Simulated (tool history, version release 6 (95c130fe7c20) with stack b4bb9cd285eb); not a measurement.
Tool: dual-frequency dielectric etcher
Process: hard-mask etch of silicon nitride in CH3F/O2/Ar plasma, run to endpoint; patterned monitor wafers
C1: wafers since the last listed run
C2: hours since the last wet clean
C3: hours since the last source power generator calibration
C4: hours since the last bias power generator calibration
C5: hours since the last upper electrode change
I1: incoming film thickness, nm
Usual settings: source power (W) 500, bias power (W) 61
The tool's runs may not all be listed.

{"run": 1, "hour": 0.0, "source power (W)": 500, "bias power (W)": 61, "C1": 0, "C2": 325.3, "C3": 2128.1, "C4": 1972.7, "C5": 2750.1, "I1": 26.6, "endpoint time (s)": 33.9}
{"run": 2, "hour": 8.2, "source power (W)": 500, "bias power (W)": 61, "C1": 94, "C2": 333.5, "C3": 2136.3, "C4": 1980.9, "C5": 2758.3, "I1": 26.39, "endpoint time (s)": 33.6}
{"run": 3, "hour": 17.4, "source power (W)": 500, "bias power (W)": 61, "C1": 105, "C2": 342.7, "C3": 2145.5, "C4": 1990.1, "C5": 2767.5, "I1": 26.83, "endpoint time (s)": 34.3}
{"run": 4, "hour": 25.1, "source power (W)": 570, "bias power (W)": 61, "C1": 88, "C2": 350.4, "C3": 2153.2, "C4": 1997.8, "C5": 2775.2, "I1": 26.62, "endpoint time (s)": 32.9}
{"run": 5, "hour": 38.5, "source power (W)": 500, "bias power (W)": 61, "C1": 153, "C2": 363.8, "C3": 2166.6, "C4": 2011.2, "C5": 2788.6, "I1": 26.78, "endpoint time (s)": 34.5}
{"run": 6, "hour": 44.6, "source power (W)": 500, "bias power (W)": 61, "C1": 70, "C2": 369.9, "C3": 2172.7, "C4": 2017.3, "C5": 2794.7, "I1": 26.8, "endpoint time (s)": 34.0}
{"run": 7, "hour": 60.5, "source power (W)": 470, "bias power (W)": 61, "C1": 182, "C2": 385.8, "C3": 2188.6, "C4": 2033.2, "C5": 2810.6, "I1": 26.6, "endpoint time (s)": 34.9}
{"run": 8, "hour": 78.1, "source power (W)": 470, "bias power (W)": 61, "C1": 202, "C2": 403.4, "C3": 2206.2, "C4": 2050.8, "C5": 2828.2, "I1": 26.8, "endpoint time (s)": 34.8}
{"run": 9, "hour": 84.6, "source power (W)": 470, "bias power (W)": 61, "C1": 74, "C2": 409.9, "C3": 2212.7, "C4": 2057.3, "C5": 2834.7, "I1": 26.39, "endpoint time (s)": 34.4}
{"run": 10, "hour": 98.0, "source power (W)": 500, "bias power (W)": 69, "C1": 153, "C2": 423.3, "C3": 2226.1, "C4": 2070.7, "C5": 2848.1, "I1": 26.75, "endpoint time (s)": 32.5}
{"hour": 131.6, "done": "upper electrode replaced"}
{"run": 11, "hour": 132.1, "source power (W)": 500, "bias power (W)": 69, "C1": 116, "C2": 457.4, "C3": 2260.2, "C4": 2104.8, "C5": 0.5, "I1": 26.37, "endpoint time (s)": 31.8}
{"run": 12, "hour": 132.4, "source power (W)": 500, "bias power (W)": 61, "C1": 3, "C2": 457.7, "C3": 2260.5, "C4": 2105.1, "C5": 0.8, "I1": 26.95, "endpoint time (s)": 34.5}
{"run": 13, "hour": 132.8, "source power (W)": 500, "bias power (W)": 61, "C1": 4, "C2": 458.1, "C3": 2260.9, "C4": 2105.5, "C5": 1.2, "I1": 26.56, "endpoint time (s)": 33.9}
{"hour": 167.8, "done": "wet clean of the chamber"}
{"run": 14, "hour": 168.3, "source power (W)": 500, "bias power (W)": 61, "C1": 132, "C2": 0.5, "C3": 2296.4, "C4": 2141.0, "C5": 36.7, "I1": 26.62, "endpoint time (s)": 34.1}
{"run": 15, "hour": 168.6, "source power (W)": 500, "bias power (W)": 61, "C1": 3, "C2": 0.8, "C3": 2296.7, "C4": 2141.3, "C5": 37.0, "I1": 26.76, "endpoint time (s)": 34.2}
{"run": 16, "hour": 183.3, "source power (W)": 500, "bias power (W)": 70, "C1": 168, "C2": 15.5, "C3": 2311.4, "C4": 2156.0, "C5": 51.7, "I1": 26.82, "endpoint time (s)": 32.5}
{"run": 17, "hour": 189.9, "source power (W)": 590, "bias power (W)": 51, "C1": 75, "C2": 22.1, "C3": 2318.0, "C4": 2162.6, "C5": 58.3, "I1": 26.7, "endpoint time (s)": 35.1}
{"run": 18, "hour": 196.0, "source power (W)": 540, "bias power (W)": 57, "C1": 70, "C2": 28.2, "C3": 2324.1, "C4": 2168.7, "C5": 64.4, "I1": 26.81, "endpoint time (s)": 34.6}
{"hour": 231.4, "done": "bias power generator calibrated"}
{"run": 19, "hour": 231.9, "source power (W)": 450, "bias power (W)": 70, "C1": 366, "C2": 64.1, "C3": 2360.0, "C4": 0.5, "C5": 100.3, "I1": 26.47, "endpoint time (s)": 33.0}
{"run": 20, "hour": 245.4, "source power (W)": 500, "bias power (W)": 61, "C1": 155, "C2": 77.6, "C3": 2373.5, "C4": 14.0, "C5": 113.8, "I1": 26.74, "endpoint time (s)": 34.0}
{"run": 21, "hour": 256.1, "source power (W)": 500, "bias power (W)": 73, "C1": 122, "C2": 88.3, "C3": 2384.2, "C4": 24.7, "C5": 124.5, "I1": 26.7, "endpoint time (s)": 31.5}
{"run": 22, "hour": 267.3, "source power (W)": 460, "bias power (W)": 51, "C1": 128, "C2": 99.5, "C3": 2395.4, "C4": 35.9, "C5": 135.7, "I1": 26.42, "endpoint time (s)": 37.4}
{"run": 23, "hour": 276.3, "source power (W)": 500, "bias power (W)": 71, "C1": 103, "C2": 108.5, "C3": 2404.4, "C4": 44.9, "C5": 144.7, "I1": 26.65, "endpoint time (s)": 32.2}
{"run": 24, "hour": 291.9, "source power (W)": 610, "bias power (W)": 75, "C1": 179, "C2": 124.1, "C3": 2420.0, "C4": 60.5, "C5": 160.3, "I1": 26.66, "endpoint time (s)": 29.1}
{"hour": 296.5, "done": "source power generator calibrated"}
{"run": 25, "hour": 309.3, "source power (W)": 500, "bias power (W)": 61, "C1": 153, "C2": 141.5, "C3": 12.8, "C4": 77.9, "C5": 177.7, "I1": 26.62, "endpoint time (s)": 34.4}
{"run": 26, "hour": 316.8, "source power (W)": 540, "bias power (W)": 61, "C1": 86, "C2": 149.0, "C3": 20.3, "C4": 85.4, "C5": 185.2, "I1": 26.69, "endpoint time (s)": 33.4}
{"run": 27, "hour": 333.6, "source power (W)": 600, "bias power (W)": 51, "C1": 192, "C2": 165.8, "C3": 37.1, "C4": 102.2, "C5": 202.0, "I1": 26.32, "endpoint time (s)": 34.3}
{"run": 28, "hour": 343.4, "source power (W)": 400, "bias power (W)": 61, "C1": 112, "C2": 175.6, "C3": 46.9, "C4": 112.0, "C5": 211.8, "I1": 26.63, "endpoint time (s)": 36.6}
{"run": 29, "hour": 358.5, "source power (W)": 590, "bias power (W)": 75, "C1": 173, "C2": 190.7, "C3": 62.0, "C4": 127.1, "C5": 226.9, "I1": 26.72, "endpoint time (s)": 29.5}
{"run": 30, "hour": 367.1, "source power (W)": 430, "bias power (W)": 56, "C1": 98, "C2": 199.3, "C3": 70.6, "C4": 135.7, "C5": 235.5, "I1": 26.53, "endpoint time (s)": 36.6}
{"run": 31, "hour": 379.1, "source power (W)": 610, "bias power (W)": 61, "C1": 137, "C2": 211.3, "C3": 82.6, "C4": 147.7, "C5": 247.5, "I1": 26.48, "endpoint time (s)": 32.1}
{"run": 32, "hour": 393.7, "source power (W)": 440, "bias power (W)": 61, "C1": 167, "C2": 225.9, "C3": 97.2, "C4": 162.3, "C5": 262.1, "I1": 26.36, "endpoint time (s)": 35.3}
{"run": 33, "hour": 402.4, "source power (W)": 400, "bias power (W)": 54, "C1": 99, "C2": 234.6, "C3": 105.9, "C4": 171.0, "C5": 270.8, "I1": 26.66, "endpoint time (s)": 38.6}
{"run": 34, "hour": 408.8, "source power (W)": 390, "bias power (W)": 48, "C1": 73, "C2": 241.0, "C3": 112.3, "C4": 177.4, "C5": 277.2, "I1": 26.35, "endpoint time (s)": 40.7}
{"run": 35, "hour": 422.9, "source power (W)": 500, "bias power (W)": 61, "C1": 161, "C2": 255.1, "C3": 126.4, "C4": 191.5, "C5": 291.3, "I1": 26.54, "endpoint time (s)": 34.0}
{"run": 36, "hour": 433.2, "source power (W)": 500, "bias power (W)": 61, "C1": 118, "C2": 265.4, "C3": 136.7, "C4": 201.8, "C5": 301.6, "I1": 26.28, "endpoint time (s)": 33.4}

Forecast each of these 4 alternatives for the next run:
{"run": "A", "hour": 433.6, "source power (W)": 500, "bias power (W)": 61, "C1": 4, "C2": 265.8, "C3": 137.1, "C4": 202.2, "C5": 302.0, "I1": 26.6, "endpoint time (s)": "?"}
{"run": "B", "hour": 433.6, "source power (W)": 390, "bias power (W)": 66, "C1": 4, "C2": 265.8, "C3": 137.1, "C4": 202.2, "C5": 302.0, "I1": 26.6, "endpoint time (s)": "?"}
{"run": "C", "hour": 433.6, "source power (W)": 600, "bias power (W)": 54, "C1": 4, "C2": 265.8, "C3": 137.1, "C4": 202.2, "C5": 302.0, "I1": 26.6, "endpoint time (s)": "?"}
{"run": "D", "hour": 433.6, "source power (W)": 500, "bias power (W)": 57, "C1": 4, "C2": 265.8, "C3": 137.1, "C4": 202.2, "C5": 302.0, "I1": 26.6, "endpoint time (s)": "?"}

run=A endpoint_time_(s)=33.9
run=B endpoint_time_(s)=35.5
run=C endpoint_time_(s)=33.6
run=D endpoint_time_(s)=34.9
Without the tool's hidden state the same runs would have given:
run=A endpoint_time_(s)=33.9
run=B endpoint_time_(s)=35.5
run=C endpoint_time_(s)=33.6
run=D endpoint_time_(s)=34.9
